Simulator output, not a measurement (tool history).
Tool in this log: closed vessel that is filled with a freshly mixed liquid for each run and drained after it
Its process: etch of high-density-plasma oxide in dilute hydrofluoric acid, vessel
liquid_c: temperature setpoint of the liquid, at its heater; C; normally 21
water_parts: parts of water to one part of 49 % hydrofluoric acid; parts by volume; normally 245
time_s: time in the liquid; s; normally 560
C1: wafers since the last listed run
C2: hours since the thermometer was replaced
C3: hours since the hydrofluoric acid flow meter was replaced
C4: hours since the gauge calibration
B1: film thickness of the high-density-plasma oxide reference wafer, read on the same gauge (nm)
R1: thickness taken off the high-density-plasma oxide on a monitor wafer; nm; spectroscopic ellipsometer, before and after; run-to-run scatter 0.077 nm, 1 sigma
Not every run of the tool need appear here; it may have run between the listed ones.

{"run": 1, "hour": 0.0, "liquid_c": 21, "water_parts": 245, "time_s": 445, "C1": 0, "C2": 1837.5, "C3": 1390.4, "C4": 1373.8, "B1": 120.01, "R1": 7.28}
{"run": 2, "hour": 59.3, "liquid_c": 21, "water_parts": 245, "time_s": 445, "C1": 2937, "C2": 1896.8, "C3": 1449.7, "C4": 1433.1, "B1": 120, "R1": 7.27}
{"run": 3, "hour": 123.2, "liquid_c": 17.5, "water_parts": 165, "time_s": 560, "C1": 3165, "C2": 1960.7, "C3": 1513.6, "C4": 1497, "B1": 119.98, "R1": 12.8}
{"run": 4, "hour": 191.4, "liquid_c": 21, "water_parts": 245, "time_s": 560, "C1": 3378, "C2": 2028.9, "C3": 1581.8, "C4": 1565.2, "B1": 120.01, "R1": 9.26}
{"run": 5, "hour": 261.0, "liquid_c": 21, "water_parts": 245, "time_s": 560, "C1": 3448, "C2": 2098.5, "C3": 1651.4, "C4": 1634.8, "B1": 120.01, "R1": 9.2}
{"run": 6, "hour": 308.9, "liquid_c": 21, "water_parts": 245, "time_s": 560, "C1": 2372, "C2": 2146.4, "C3": 1699.3, "C4": 1682.7, "B1": 120.01, "R1": 9.31}
{"run": 7, "hour": 398.6, "liquid_c": 21, "water_parts": 245, "time_s": 560, "C1": 4443, "C2": 2236.1, "C3": 1789, "C4": 1772.4, "B1": 120.01, "R1": 9.2}
{"run": 8, "hour": 570.5, "liquid_c": 21, "water_parts": 245, "time_s": 560, "C1": 8515, "C2": 2408, "C3": 1960.9, "C4": 1944.3, "B1": 120, "R1": 9.53}
{"run": 9, "hour": 608.5, "liquid_c": 21, "water_parts": 245, "time_s": 560, "C1": 1882, "C2": 2446, "C3": 1998.9, "C4": 1982.3, "B1": 120.01, "R1": 9.38}
{"run": 10, "hour": 662.3, "liquid_c": 21, "water_parts": 245, "time_s": 560, "C1": 2665, "C2": 2499.8, "C3": 2052.7, "C4": 2036.1, "B1": 120.04, "R1": 9.45}
{"hour": 689.1, "done": "thermometer replaced"}
{"run": 11, "hour": 732.4, "liquid_c": 21, "water_parts": 245, "time_s": 560, "C1": 3423, "C2": 43.3, "C3": 2122.8, "C4": 2106.2, "B1": 120.02, "R1": 9.5}
{"hour": 782.3, "done": "hydrofluoric acid flow meter replaced"}
{"run": 12, "hour": 813.8, "liquid_c": 21, "water_parts": 245, "time_s": 560, "C1": 3983, "C2": 124.7, "C3": 31.5, "C4": 2187.6, "B1": 119.98, "R1": 8.77}
{"run": 13, "hour": 917.0, "liquid_c": 21, "water_parts": 245, "time_s": 560, "C1": 5112, "C2": 227.9, "C3": 134.7, "C4": 2290.8, "B1": 119.99, "R1": 8.77}
{"run": 14, "hour": 953.6, "liquid_c": 19.5, "water_parts": 365, "time_s": 560, "C1": 1813, "C2": 264.5, "C3": 171.3, "C4": 2327.4, "B1": 119.98, "R1": 4.99}
{"hour": 964.5, "done": "gauge calibrated"}
{"run": 15, "hour": 1053.9, "liquid_c": 21, "water_parts": 245, "time_s": 560, "C1": 4968, "C2": 364.8, "C3": 271.6, "C4": 89.4, "B1": 119.99, "R1": 8.81}
{"run": 16, "hour": 1114.9, "liquid_c": 23, "water_parts": 245, "time_s": 375, "C1": 3021, "C2": 425.8, "C3": 332.6, "C4": 150.4, "B1": 119.98, "R1": 6.35}
{"run": 17, "hour": 1160.6, "liquid_c": 23.5, "water_parts": 245, "time_s": 560, "C1": 2263, "C2": 471.5, "C3": 378.3, "C4": 196.1, "B1": 120, "R1": 9.53}
{"run": 18, "hour": 1231.8, "liquid_c": 23, "water_parts": 245, "time_s": 375, "C1": 3527, "C2": 542.7, "C3": 449.5, "C4": 267.3, "B1": 120, "R1": 6.45}
{"run": 19, "hour": 1317.7, "liquid_c": 21, "water_parts": 245, "time_s": 560, "C1": 4255, "C2": 628.6, "C3": 535.4, "C4": 353.2, "B1": 119.98, "R1": 8.94}
{"run": 20, "hour": 1377.9, "liquid_c": 24, "water_parts": 305, "time_s": 335, "C1": 2982, "C2": 688.8, "C3": 595.6, "C4": 413.4, "B1": 120.03, "R1": 4.48}
{"run": 21, "hour": 1456.8, "liquid_c": 21, "water_parts": 245, "time_s": 560, "C1": 3908, "C2": 767.7, "C3": 674.5, "C4": 492.3, "B1": 119.98, "R1": 8.96}
{"run": 22, "hour": 1546.0, "liquid_c": 17, "water_parts": 290, "time_s": 725, "C1": 4418, "C2": 856.9, "C3": 763.7, "C4": 581.5, "B1": 120.02, "R1": 8.23}
{"run": 23, "hour": 1584.7, "liquid_c": 17, "water_parts": 345, "time_s": 870, "C1": 1917, "C2": 895.6, "C3": 802.4, "C4": 620.2, "B1": 119.99, "R1": 7.86}
{"run": 24, "hour": 1640.6, "liquid_c": 17, "water_parts": 345, "time_s": 560, "C1": 2769, "C2": 951.5, "C3": 858.3, "C4": 676.1, "B1": 120.01, "R1": 5.05}
{"run": 25, "hour": 1691.7, "liquid_c": 23, "water_parts": 245, "time_s": 375, "C1": 2531, "C2": 1002.6, "C3": 909.4, "C4": 727.2, "B1": 120, "R1": 6.5}
{"run": 26, "hour": 1762.8, "liquid_c": 25.5, "water_parts": 155, "time_s": 560, "C1": 3522, "C2": 1073.7, "C3": 980.5, "C4": 798.3, "B1": 119.98, "R1": 18.42}
{"run": 27, "hour": 1818.7, "liquid_c": 25.5, "water_parts": 155, "time_s": 560, "C1": 2769, "C2": 1129.6, "C3": 1036.4, "C4": 854.2, "B1": 120.01, "R1": 18.76}
{"run": 28, "hour": 1890.4, "liquid_c": 23, "water_parts": 245, "time_s": 560, "C1": 3552, "C2": 1201.3, "C3": 1108.1, "C4": 925.9, "B1": 120, "R1": 9.83}
{"run": 29, "hour": 1945.0, "liquid_c": 17, "water_parts": 145, "time_s": 315, "C1": 2704, "C2": 1255.9, "C3": 1162.7, "C4": 980.5, "B1": 119.98, "R1": 8.17}
{"run": 30, "hour": 2024.3, "liquid_c": 17.5, "water_parts": 155, "time_s": 420, "C1": 3928, "C2": 1335.2, "C3": 1242, "C4": 1059.8, "B1": 120.04, "R1": 10.4}
{"run": 31, "hour": 2122.7, "liquid_c": 19.5, "water_parts": 205, "time_s": 435, "C1": 4874, "C2": 1433.6, "C3": 1340.4, "C4": 1158.2, "B1": 119.98, "R1": 8.36}

Had the tool no unlogged condition, and each run kept its random variation, what would the results have been?
What the log doesn't record here: liquid colder than its thermometer reads (K); hydrofluoric acid flow above the setpoint (%); gauge reads high (%).
run=1 R1=6.87
run=2 R1=6.85
run=3 R1=12.06
run=4 R1=8.67
run=5 R1=8.59
run=6 R1=8.67
run=7 R1=8.54
run=8 R1=8.8
run=9 R1=8.64
run=10 R1=8.69
run=11 R1=8.71
run=12 R1=8.69
run=13 R1=8.64
run=14 R1=4.91
run=15 R1=8.64
run=16 R1=6.21
run=17 R1=9.31
run=18 R1=6.27
run=19 R1=8.67
run=20 R1=4.33
run=21 R1=8.64
run=22 R1=7.91
run=23 R1=7.53
run=24 R1=4.83
run=25 R1=6.21
run=26 R1=17.58
run=27 R1=17.87
run=28 R1=9.31
run=29 R1=7.76
run=30 R1=9.85
run=31 R1=7.87

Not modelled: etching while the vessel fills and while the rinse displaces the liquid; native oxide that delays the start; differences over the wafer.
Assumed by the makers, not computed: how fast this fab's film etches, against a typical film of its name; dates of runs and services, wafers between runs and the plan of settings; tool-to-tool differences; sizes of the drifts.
